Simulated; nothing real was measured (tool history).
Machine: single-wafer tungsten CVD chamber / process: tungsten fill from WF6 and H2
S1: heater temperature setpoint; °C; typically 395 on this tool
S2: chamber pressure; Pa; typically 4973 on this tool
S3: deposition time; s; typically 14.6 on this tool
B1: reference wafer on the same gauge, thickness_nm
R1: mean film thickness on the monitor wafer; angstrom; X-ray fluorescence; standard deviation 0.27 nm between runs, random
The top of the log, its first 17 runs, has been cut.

-- day=36.933 capacitance manometer re-zeroed and calibrated, repeated, since the last time left the tool worse
-- day=37.133 thermocouple changed; heater temperature recalibrated
run 18 day=37.904 | S1=408 S2=4973 S3=17.0 | B1=46.845 | R1=722.11
run 19 day=39.942 | S1=395 S2=4973 S3=13.1 | B1=46.694 | R1=425.08
run 20 day=42.258 | S1=395 S2=4973 S3=14.6 | B1=46.819 | R1=471.45
run 21 day=43.317 | S1=403 S2=5666 S3=14.6 | B1=46.810 | R1=606.46
run 22 day=45.929 | S1=395 S2=3786 S3=14.6 | B1=46.787 | R1=411.93
run 23 day=48.262 | S1=395 S2=5733 S3=14.6 | B1=46.712 | R1=515.21
run 24 day=49.421 | S1=395 S2=4973 S3=12.5 | B1=46.791 | R1=409.24
run 25 day=50.642 | S1=399 S2=4973 S3=14.6 | B1=46.823 | R1=528.88
run 26 day=52.696 | S1=395 S2=4973 S3=14.6 | B1=46.793 | R1=480.79
run 27 day=54.054 | S1=399 S2=6213 S3=16.3 | B1=46.823 | R1=653.36
run 28 day=55.275 | S1=389 S2=3800 S3=16.6 | B1=46.842 | R1=414.88
run 29 day=58.154 | S1=403 S2=5666 S3=14.6 | B1=46.811 | R1=610.11
run 30 day=60.717 | S1=395 S2=4973 S3=14.6 | B1=46.839 | R1=477.97
run 31 day=61.725 | S1=406 S2=4973 S3=14.6 | B1=46.742 | R1=608.92

5 options for the next run, each taken on its own from the tool as it stands now. Forecast them:
run A day=61.742 | S1=395 S2=4973 S3=14.6 | B1=? | R1=?
run B day=61.742 | S1=391 S2=6066 S3=12.4 | B1=? | R1=?
run C day=61.742 | S1=391 S2=4973 S3=17.3 | B1=? | R1=?
run D day=61.742 | S1=399 S2=4000 S3=16.4 | B1=? | R1=?
run E day=61.742 | S1=409 S2=4973 S3=15.9 | B1=? | R1=?

run=A B1=46.884 R1=478.53
run=B B1=46.884 R1=412.01
run=C B1=46.884 R1=520.49
run=D B1=46.884 R1=521.70
run=E B1=46.884 R1=693.29
The same runs, with their run-to-run variation unchanged, on a tool lacking any hidden condition would have given:
run=A R1=471.25
run=B R1=405.90
run=C R1=512.58
run=D R1=513.59
run=E R1=682.75

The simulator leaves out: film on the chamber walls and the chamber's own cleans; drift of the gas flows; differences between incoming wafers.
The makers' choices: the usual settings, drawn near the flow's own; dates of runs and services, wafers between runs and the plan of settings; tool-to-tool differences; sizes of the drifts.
